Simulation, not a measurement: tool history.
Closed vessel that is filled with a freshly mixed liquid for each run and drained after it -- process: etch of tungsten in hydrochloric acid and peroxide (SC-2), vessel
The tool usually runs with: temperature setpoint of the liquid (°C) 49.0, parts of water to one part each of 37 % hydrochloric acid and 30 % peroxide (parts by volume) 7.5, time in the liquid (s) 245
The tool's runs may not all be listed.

run	hour	temperature setpoint of the liquid (°C)	parts of water to one part each of 37 % hydrochloric acid and 30 % peroxide (parts by volume)	time in the liquid (s)	read-back film thickness of the tungsten reference wafer, read on the same gauge (nm)	thickness taken off the tungsten on a monitor wafer (Å)
1	0.0	49.0	7.5	245	48.85	349.9
2	71.7	49.0	7.5	245	48.64	354.1
3	257.9	49.0	7.5	245	48.36	354.1
4	333.5	49.0	7.5	245	48.19	346.9
5	373.4	49.0	7.5	245	48.12	351.9
# hour 426.9: new drum of peroxide connected
6	467.5	49.0	7.5	245	48.03	353.6
7	510.8	49.0	7.5	245	47.97	349.1
8	592.0	49.0	7.5	245	47.95	345.8
9	638.0	49.0	7.5	245	47.94	350.1
10	719.7	49.0	10.0	245	47.85	275.2
11	810.0	49.0	7.5	135	47.81	191.5
12	875.9	49.0	7.5	135	47.75	191.1
13	924.7	51.0	6.5	245	47.76	440.8
14	992.9	51.0	6.5	245	47.74	437.7
15	1095.0	49.0	7.5	245	47.66	340.8
16	1143.8	49.0	7.5	245	47.64	346.1
# hour 1149.7: new drum of peroxide connected
17	1249.2	49.0	10.0	200	47.65	224.3
18	1311.4	49.0	4.5	245	47.65	504.0
# hour 1335.4: gauge calibrated
# hour 1383.2: thermometer replaced
19	1387.6	40.5	7.5	380	49.75	310.4
20	1451.4	58.5	7.5	170	49.53	467.3
21	1554.6	49.0	6.0	245	49.23	418.7
# hour 1628.9: chemicals flow meter replaced
22	1637.1	49.0	7.5	245	48.94	358.2
23	1723.6	57.5	7.5	340	48.74	853.5
24	1760.0	49.0	7.5	245	48.66	350.0
25	1852.7	45.0	7.5	245	48.46	271.5
# hour 1916.9: new drum of peroxide connected
26	1932.5	49.0	9.0	190	48.36	229.7
27	1993.9	58.5	7.5	170	48.30	453.6
28	2041.2	41.0	7.5	390	48.22	319.8

Consider 5 possible next runs. They are alternatives, not a sequence: every one starts from the tool as it was left by run 28. What does each give?
A	2041.9	49.0	7.5	245	?	?
B	2041.9	56.5	4.0	300	?	?
C	2041.9	49.0	7.5	320	?	?
D	2041.9	55.0	10.0	245	?	?
E	2041.9	57.0	5.5	245	?	?

run	read-back film thickness of the tungsten reference wafer, read on the same gauge (nm)	thickness taken off the tungsten on a monitor wafer (Å)
A	48.24	351.1
B	48.24	1113.0
C	48.24	458.6
D	48.24	412.6
E	48.24	750.8
Without the tool's unlogged condition, the same runs would have read:
run	thickness taken off the tungsten on a monitor wafer (Å)
A	364.1
B	1154.3
C	475.6
D	428.0
E	778.7

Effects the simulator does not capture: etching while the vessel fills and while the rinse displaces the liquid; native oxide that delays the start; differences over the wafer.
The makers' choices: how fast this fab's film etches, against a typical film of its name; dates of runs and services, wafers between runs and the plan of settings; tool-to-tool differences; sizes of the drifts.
